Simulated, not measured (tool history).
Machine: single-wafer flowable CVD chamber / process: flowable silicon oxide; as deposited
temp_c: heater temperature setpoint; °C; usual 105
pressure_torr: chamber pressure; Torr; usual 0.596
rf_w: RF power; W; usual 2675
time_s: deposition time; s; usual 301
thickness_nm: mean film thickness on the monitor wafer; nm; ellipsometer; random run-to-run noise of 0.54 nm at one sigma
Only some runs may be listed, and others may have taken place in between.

run,hour,temp_c,pressure_torr,rf_w,time_s,wafers since the last listed run,hours since the last thermocouple change,hours since the last RF generator calibration,hours since the last manometer calibration,hours since the showerhead was replaced,hours since the gauge calibration,"read-back reference wafer on the same gauge, thickness_nm",thickness_nm
1,0.0,105,0.596,2675,301,0,1603.7,1510.5,883.0,3429.3,153.8,121.118,115.361
2,16.5,105,0.596,3095,301,120,1620.2,1527.0,899.5,3445.8,170.3,121.063,116.106
3,31.2,105,0.596,3095,301,107,1634.9,1541.7,914.2,3460.5,185.0,120.881,115.286
4,43.8,105,0.485,2455,301,91,1647.5,1554.3,926.8,3473.1,197.6,121.082,93.368
5,59.6,105,0.485,2455,301,115,1663.3,1570.1,942.6,3488.9,213.4,121.150,92.867
6,69.5,105,0.485,2455,301,72,1673.2,1580.0,952.5,3498.8,223.3,121.218,93.180
7,75.7,105,0.596,2675,301,45,1679.4,1586.2,958.7,3505.0,229.5,121.006,115.211
# hour 85.2: gauge calibrated
# hour 89.7: showerhead replaced
8,90.2,105,0.596,2675,301,47,1693.9,1600.7,973.2,0.5,5.0,120.969,116.223
# hour 98.6: thermocouple changed; heater temperature recalibrated
9,101.5,105,0.650,2675,301,24,2.9,1612.0,984.5,11.8,16.3,121.097,125.551
10,110.0,105,0.650,2675,301,61,11.4,1620.5,993.0,20.3,24.8,120.809,125.460
11,119.4,98,0.686,2675,301,68,20.8,1629.9,1002.4,29.7,34.2,120.872,172.762
12,161.4,105,0.638,2675,275,306,62.8,1671.9,1044.4,71.7,76.2,120.883,112.949
# hour 171.2: capacitance manometer re-zeroed and calibrated
13,171.8,94,0.596,2675,349,17,73.2,1682.3,0.6,82.1,86.6,121.062,187.881
14,182.5,109,0.596,2675,353,77,83.9,1693.0,11.3,92.8,97.3,121.098,110.053
# hour 214.0: RF generator calibrated
15,214.5,105,0.732,2675,281,174,115.9,0.5,43.3,124.8,129.3,120.967,124.106
16,216.5,105,0.596,2970,360,14,117.9,2.5,45.3,126.8,131.3,120.947,130.686
17,225.0,113,0.697,3045,243,61,126.4,11.0,53.8,135.3,139.8,120.946,77.257
18,239.8,105,0.596,2675,301,107,141.2,25.8,68.6,150.1,154.6,121.083,108.057
19,252.0,105,0.596,2675,301,88,153.4,38.0,80.8,162.3,166.8,120.952,108.986
20,261.7,105,0.596,2675,257,70,163.1,47.7,90.5,172.0,176.5,121.083,92.255
21,268.4,94,0.596,2255,301,48,169.8,54.4,97.2,178.7,183.2,121.157,161.970
22,274.7,105,0.596,2675,301,45,176.1,60.7,103.5,185.0,189.5,121.211,109.932

Alternative continuations, all from the tool just after run 22; predict every row:
A,275.2,105,0.596,2675,301,3,176.6,61.2,104.0,185.5,190.0,?,?
B,275.2,112,0.726,2675,301,3,176.6,61.2,104.0,185.5,190.0,?,?
C,275.2,92,0.557,2675,322,3,176.6,61.2,104.0,185.5,190.0,?,?

run,"read-back reference wafer on the same gauge, thickness_nm",thickness_nm
A,121.289,110.077
B,121.289,103.880
C,121.289,179.342
Without the tool's hidden state the same runs would have given:
run,thickness_nm
A,108.972
B,102.875
C,177.542
